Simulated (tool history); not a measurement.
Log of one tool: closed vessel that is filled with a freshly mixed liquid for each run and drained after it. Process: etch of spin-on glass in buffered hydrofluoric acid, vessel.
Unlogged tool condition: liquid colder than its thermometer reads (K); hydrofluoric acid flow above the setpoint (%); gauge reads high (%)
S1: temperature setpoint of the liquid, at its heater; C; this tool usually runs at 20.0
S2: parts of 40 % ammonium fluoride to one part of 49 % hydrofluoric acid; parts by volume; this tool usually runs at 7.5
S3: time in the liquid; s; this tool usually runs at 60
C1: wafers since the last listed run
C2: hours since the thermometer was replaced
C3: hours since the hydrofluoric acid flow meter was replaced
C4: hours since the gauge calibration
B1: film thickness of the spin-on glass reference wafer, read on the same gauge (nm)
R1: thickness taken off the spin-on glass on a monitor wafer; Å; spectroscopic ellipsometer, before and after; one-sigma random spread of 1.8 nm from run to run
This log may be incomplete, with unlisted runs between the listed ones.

run 1 hour=0.0 | S1=20.0 S2=7.5 S3=60 | C1=0 C2=1314.7 C3=327.1 C4=39.0 | B1=149.98 | R1=2723.5
run 2 hour=10.3 | S1=20.0 S2=7.5 S3=60 | C1=1423 C2=1325.0 C3=337.4 C4=49.3 | B1=149.99 | R1=2700.4
run 3 hour=18.3 | S1=20.0 S2=7.5 S3=60 | C1=1105 C2=1333.0 C3=345.4 C4=57.3 | B1=149.99 | R1=2698.2
run 4 hour=30.7 | S1=20.0 S2=7.5 S3=50 | C1=1713 C2=1345.4 C3=357.8 C4=69.7 | B1=150.00 | R1=2263.1
run 5 hour=39.2 | S1=20.0 S2=7.5 S3=50 | C1=1174 C2=1353.9 C3=366.3 C4=78.2 | B1=150.02 | R1=2275.0
run 6 hour=46.6 | S1=20.0 S2=7.5 S3=50 | C1=1022 C2=1361.3 C3=373.7 C4=85.6 | B1=150.02 | R1=2278.5
run 7 hour=58.6 | S1=20.0 S2=7.5 S3=60 | C1=1657 C2=1373.3 C3=385.7 C4=97.6 | B1=149.99 | R1=2696.1
run 8 hour=71.1 | S1=20.0 S2=7.5 S3=60 | C1=1727 C2=1385.8 C3=398.2 C4=110.1 | B1=150.00 | R1=2695.3
run 9 hour=78.6 | S1=20.0 S2=7.5 S3=60 | C1=1036 C2=1393.3 C3=405.7 C4=117.6 | B1=149.99 | R1=2721.8
run 10 hour=96.3 | S1=20.0 S2=7.5 S3=60 | C1=2445 C2=1411.0 C3=423.4 C4=135.3 | B1=150.00 | R1=2726.2
run 11 hour=110.3 | S1=20.0 S2=7.5 S3=60 | C1=1934 C2=1425.0 C3=437.4 C4=149.3 | B1=149.97 | R1=2695.8
run 12 hour=118.7 | S1=20.0 S2=7.5 S3=60 | C1=1160 C2=1433.4 C3=445.8 C4=157.7 | B1=149.98 | R1=2693.9
-- hour=127.5 gauge calibrated
run 13 hour=130.1 | S1=20.0 S2=8.5 S3=60 | C1=1575 C2=1444.8 C3=457.2 C4=2.6 | B1=149.96 | R1=2364.1
run 14 hour=146.8 | S1=20.0 S2=8.5 S3=60 | C1=2307 C2=1461.5 C3=473.9 C4=19.3 | B1=150.01 | R1=2359.3
-- hour=159.3 hydrofluoric acid flow meter replaced
run 15 hour=162.9 | S1=22.0 S2=10.5 S3=75 | C1=2086 C2=1477.6 C3=3.6 C4=35.4 | B1=149.96 | R1=2751.1
run 16 hour=177.9 | S1=17.0 S2=8.5 S3=60 | C1=2072 C2=1492.6 C3=18.6 C4=50.4 | B1=150.01 | R1=1978.5
run 17 hour=187.3 | S1=20.0 S2=9.5 S3=85 | C1=1298 C2=1502.0 C3=28.0 C4=59.8 | B1=149.98 | R1=2985.4
run 18 hour=193.8 | S1=17.0 S2=6.0 S3=30 | C1=898 C2=1508.5 C3=34.5 C4=66.3 | B1=150.00 | R1=1379.8
run 19 hour=208.9 | S1=20.0 S2=7.5 S3=60 | C1=2086 C2=1523.6 C3=49.6 C4=81.4 | B1=149.97 | R1=2689.2
run 20 hour=226.5 | S1=20.0 S2=7.5 S3=60 | C1=2431 C2=1541.2 C3=67.2 C4=99.0 | B1=150.01 | R1=2663.9
run 21 hour=239.5 | S1=22.0 S2=7.5 S3=80 | C1=1796 C2=1554.2 C3=80.2 C4=112.0 | B1=150.00 | R1=3977.8
run 22 hour=254.6 | S1=20.0 S2=7.5 S3=60 | C1=2086 C2=1569.3 C3=95.3 C4=127.1 | B1=149.97 | R1=2636.8
-- hour=257.2 thermometer replaced
run 23 hour=277.3 | S1=20.0 S2=6.0 S3=60 | C1=2998 C2=20.1 C3=118.0 C4=149.8 | B1=149.99 | R1=3762.0
run 24 hour=292.3 | S1=20.0 S2=7.5 S3=60 | C1=2072 C2=35.1 C3=133.0 C4=164.8 | B1=149.97 | R1=3036.1
run 25 hour=302.6 | S1=17.5 S2=6.0 S3=85 | C1=1423 C2=45.4 C3=143.3 C4=175.1 | B1=149.99 | R1=4653.9
run 26 hour=320.5 | S1=20.0 S2=7.5 S3=60 | C1=2473 C2=63.3 C3=161.2 C4=193.0 | B1=149.99 | R1=3071.6
run 27 hour=326.9 | S1=18.5 S2=10.5 S3=60 | C1=884 C2=69.7 C3=167.6 C4=199.4 | B1=150.01 | R1=2022.9
-- hour=329.0 gauge calibrated
run 28 hour=344.5 | S1=20.0 S2=7.5 S3=60 | C1=2431 C2=87.3 C3=185.2 C4=15.5 | B1=150.01 | R1=3060.6
run 29 hour=352.1 | S1=18.0 S2=7.5 S3=60 | C1=1050 C2=94.9 C3=192.8 C4=23.1 | B1=150.02 | R1=2720.4

Consider 4 possible next runs. They are alternatives, not a sequence: every one starts from the tool as it was left by run 29. What does each give?
run A hour=352.8 | S1=20.0 S2=9.0 S3=60 | C1=96 C2=95.6 C3=193.5 C4=23.8 | B1=? | R1=?
run B hour=352.8 | S1=22.0 S2=6.0 S3=80 | C1=96 C2=95.6 C3=193.5 C4=23.8 | B1=? | R1=?
run C hour=352.8 | S1=20.0 S2=9.5 S3=60 | C1=96 C2=95.6 C3=193.5 C4=23.8 | B1=? | R1=?
run D hour=352.8 | S1=20.0 S2=6.0 S3=40 | C1=96 C2=95.6 C3=193.5 C4=23.8 | B1=? | R1=?

run=A B1=150.02 R1=2493.3
run=B B1=150.02 R1=5577.1
run=C B1=150.02 R1=2410.0
run=D B1=150.02 R1=2494.6
The same runs, with their run-to-run variation unchanged, on a tool lacking any hidden condition would have given:
run=A R1=2568.5
run=B R1=5742.8
run=C R1=2482.7
run=D R1=2569.7
